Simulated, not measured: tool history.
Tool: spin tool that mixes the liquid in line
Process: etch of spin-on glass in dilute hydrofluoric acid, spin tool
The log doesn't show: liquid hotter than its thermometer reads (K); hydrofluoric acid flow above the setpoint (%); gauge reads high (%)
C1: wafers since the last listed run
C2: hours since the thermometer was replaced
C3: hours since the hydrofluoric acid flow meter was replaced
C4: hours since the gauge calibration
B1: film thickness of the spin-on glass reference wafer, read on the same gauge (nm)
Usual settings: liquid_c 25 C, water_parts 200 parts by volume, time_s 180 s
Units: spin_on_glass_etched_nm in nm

Run 1, hour 0: usual settings; C1 0; C2 2540.8; C3 1690.6; C4 229.4; B1 80. Result: spin_on_glass_etched_nm 31.67 nm.
Run 2, hour 56: usual settings; C1 454; C2 2596.8; C3 1746.6; C4 285.4; B1 79.98. Result: spin_on_glass_etched_nm 31.83 nm.
Run 3, hour 104.6: usual settings; C1 394; C2 2645.4; C3 1795.2; C4 334; B1 79.99. Result: spin_on_glass_etched_nm 32 nm.
Run 4, hour 147: usual settings; C1 344; C2 2687.8; C3 1837.6; C4 376.4; B1 79.99. Result: spin_on_glass_etched_nm 31.94 nm.
Run 5, hour 179.2: usual settings but water_parts 255 parts by volume; C1 261; C2 2720; C3 1869.8; C4 408.6; B1 79.97. Result: spin_on_glass_etched_nm 23.79 nm.
Run 6, hour 241: usual settings but water_parts 255 parts by volume; C1 502; C2 2781.8; C3 1931.6; C4 470.4; B1 79.94. Result: spin_on_glass_etched_nm 23.74 nm.
Run 7, hour 271.8: usual settings but water_parts 255 parts by volume; C1 250; C2 2812.6; C3 1962.4; C4 501.2; B1 79.97. Result: spin_on_glass_etched_nm 23.75 nm.
At hour 281.4: thermometer replaced.
At hour 291.2: gauge calibrated.
At hour 318.7: hydrofluoric acid flow meter replaced.
Run 8, hour 319.2: usual settings; C1 368; C2 37.8; C3 0.5; C4 28; B1 79.98. Result: spin_on_glass_etched_nm 28.15 nm.
Run 9, hour 380.7: usual settings but water_parts 255 parts by volume; C1 499; C2 99.3; C3 62; C4 89.5; B1 80.03. Result: spin_on_glass_etched_nm 20.82 nm.
Run 10, hour 451.3: usual settings but time_s 140 s; C1 573; C2 169.9; C3 132.6; C4 160.1; B1 79.99. Result: spin_on_glass_etched_nm 22.12 nm.
Run 11, hour 503.4: usual settings but liquid_c 22.5 C, water_parts 155 parts by volume, time_s 145 s; C1 423; C2 222; C3 184.7; C4 212.2; B1 79.99. Result: spin_on_glass_etched_nm 28.32 nm.
Run 12, hour 561.3: usual settings; C1 470; C2 279.9; C3 242.6; C4 270.1; B1 79.99. Result: spin_on_glass_etched_nm 28.64 nm.
Run 13, hour 708: usual settings but liquid_c 22.5 C, water_parts 155 parts by volume, time_s 145 s; C1 1191; C2 426.6; C3 389.3; C4 416.8; B1 80.01. Result: spin_on_glass_etched_nm 28.57 nm.
At hour 750.1: gauge calibrated.
Run 14, hour 752.1: usual settings but liquid_c 23 C, water_parts 175 parts by volume, time_s 150 s; C1 358; C2 470.7; C3 433.4; C4 2; B1 80. Result: spin_on_glass_etched_nm 26.38 nm.
Run 15, hour 818: usual settings but liquid_c 20 C, water_parts 230 parts by volume, time_s 220 s; C1 535; C2 536.6; C3 499.3; C4 67.9; B1 79.96. Result: spin_on_glass_etched_nm 24.94 nm.
Run 16, hour 862.9: usual settings but liquid_c 28.5 C, time_s 240 s; C1 364; C2 581.5; C3 544.2; C4 112.8; B1 80.02. Result: spin_on_glass_etched_nm 44.27 nm.

Forecast each of these 4 alternatives for the next run:
Run A, hour 863.4: usual settings; C1 4; C2 582; C3 544.7; C4 113.3; B1 ?. Result: spin_on_glass_etched_nm ?.
Run B, hour 863.4: usual settings but water_parts 295 parts by volume, time_s 90 s; C1 4; C2 582; C3 544.7; C4 113.3; B1 ?. Result: spin_on_glass_etched_nm ?.
Run C, hour 863.4: usual settings but liquid_c 22 C, water_parts 280 parts by volume, time_s 120 s; C1 4; C2 582; C3 544.7; C4 113.3; B1 ?. Result: spin_on_glass_etched_nm ?.
Run D, hour 863.4: usual settings but liquid_c 26.5 C, water_parts 290 parts by volume; C1 4; C2 582; C3 544.7; C4 113.3; B1 ?. Result: spin_on_glass_etched_nm ?.

run     B1  spin_on_glass_etched_nm
  A  80.02                       29
  B  80.02                     8.91
  C  80.02                    11.42
  D  80.02                    19.17
Without the tool's hidden state the same runs would have given:
run  spin_on_glass_etched_nm
  A                     27.9
  B                     8.56
  C                    10.98
  D                    18.43
